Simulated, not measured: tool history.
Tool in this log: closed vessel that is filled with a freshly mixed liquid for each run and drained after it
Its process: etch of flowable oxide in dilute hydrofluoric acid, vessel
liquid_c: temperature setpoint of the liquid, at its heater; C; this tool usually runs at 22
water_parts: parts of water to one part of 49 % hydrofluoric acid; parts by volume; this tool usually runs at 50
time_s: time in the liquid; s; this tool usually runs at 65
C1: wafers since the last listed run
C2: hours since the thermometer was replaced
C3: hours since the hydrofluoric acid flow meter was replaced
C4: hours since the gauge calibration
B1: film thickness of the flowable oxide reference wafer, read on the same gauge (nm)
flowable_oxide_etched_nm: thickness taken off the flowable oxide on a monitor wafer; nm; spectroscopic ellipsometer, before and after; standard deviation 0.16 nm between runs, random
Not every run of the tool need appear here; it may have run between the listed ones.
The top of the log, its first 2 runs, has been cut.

Run 3, hour 32.2: usual settings; C1 1217; C2 2892.7; C3 1789.9; C4 197.5; B1 129.99. Result: flowable_oxide_etched_nm 44.69 nm.
Run 4, hour 48.6: usual settings; C1 1232; C2 2909.1; C3 1806.3; C4 213.9; B1 129.98. Result: flowable_oxide_etched_nm 44.65 nm.
Run 5, hour 60: usual settings; C1 856; C2 2920.5; C3 1817.7; C4 225.3; B1 129.99. Result: flowable_oxide_etched_nm 44.48 nm.
Run 6, hour 112.1: usual settings but liquid_c 23.5 C; C1 3915; C2 2972.6; C3 1869.8; C4 277.4; B1 130. Result: flowable_oxide_etched_nm 47.04 nm.
Run 7, hour 125.4: usual settings but liquid_c 23.5 C; C1 999; C2 2985.9; C3 1883.1; C4 290.7; B1 129.93. Result: flowable_oxide_etched_nm 47.26 nm.
Run 8, hour 142.5: usual settings but liquid_c 23.5 C; C1 1285; C2 3003; C3 1900.2; C4 307.8; B1 130. Result: flowable_oxide_etched_nm 47.24 nm.
Run 9, hour 187.7: usual settings; C1 3396; C2 3048.2; C3 1945.4; C4 353; B1 129.99. Result: flowable_oxide_etched_nm 44.18 nm.
Run 10, hour 198.3: usual settings; C1 796; C2 3058.8; C3 1956; C4 363.6; B1 129.98. Result: flowable_oxide_etched_nm 44.67 nm.
Run 11, hour 215.2: usual settings; C1 1270; C2 3075.7; C3 1972.9; C4 380.5; B1 130.06. Result: flowable_oxide_etched_nm 44.35 nm.
Run 12, hour 232.8: usual settings; C1 1322; C2 3093.3; C3 1990.5; C4 398.1; B1 129.99. Result: flowable_oxide_etched_nm 44.56 nm.
Run 13, hour 249.4: usual settings; C1 1247; C2 3109.9; C3 2007.1; C4 414.7; B1 130.03. Result: flowable_oxide_etched_nm 44.25 nm.
Run 14, hour 258.7: usual settings but water_parts 40 parts by volume, time_s 75 s; C1 698; C2 3119.2; C3 2016.4; C4 424; B1 130.04. Result: flowable_oxide_etched_nm 64.26 nm.
At hour 267.6: thermometer replaced.
Run 15, hour 271.3: usual settings but water_parts 40 parts by volume, time_s 75 s; C1 871; C2 3.7; C3 2029; C4 436.6; B1 129.97. Result: flowable_oxide_etched_nm 57.14 nm.
Run 16, hour 287: usual settings; C1 1179; C2 19.4; C3 2044.7; C4 452.3; B1 130.02. Result: flowable_oxide_etched_nm 39.22 nm.
At hour 298: gauge calibrated.
Run 17, hour 298.6: usual settings but time_s 85 s; C1 871; C2 31; C3 2056.3; C4 0.6; B1 129.97. Result: flowable_oxide_etched_nm 51.09 nm.
Run 18, hour 342.5: usual settings but liquid_c 23.5 C, water_parts 60 parts by volume; C1 3298; C2 74.9; C3 2100.2; C4 44.5; B1 130.01. Result: flowable_oxide_etched_nm 34 nm.

Run 19 comes next. What will it give?
Run 19, hour 353.4: usual settings; C1 819; C2 85.8; C3 2111.1; C4 55.4; B1 ?. Result: flowable_oxide_etched_nm ?.

Run 19 produced B1 130.02, flowable_oxide_etched_nm 38.94 nm.
With no hidden state in the tool, this same run would have given flowable_oxide_etched_nm 44.55 nm.
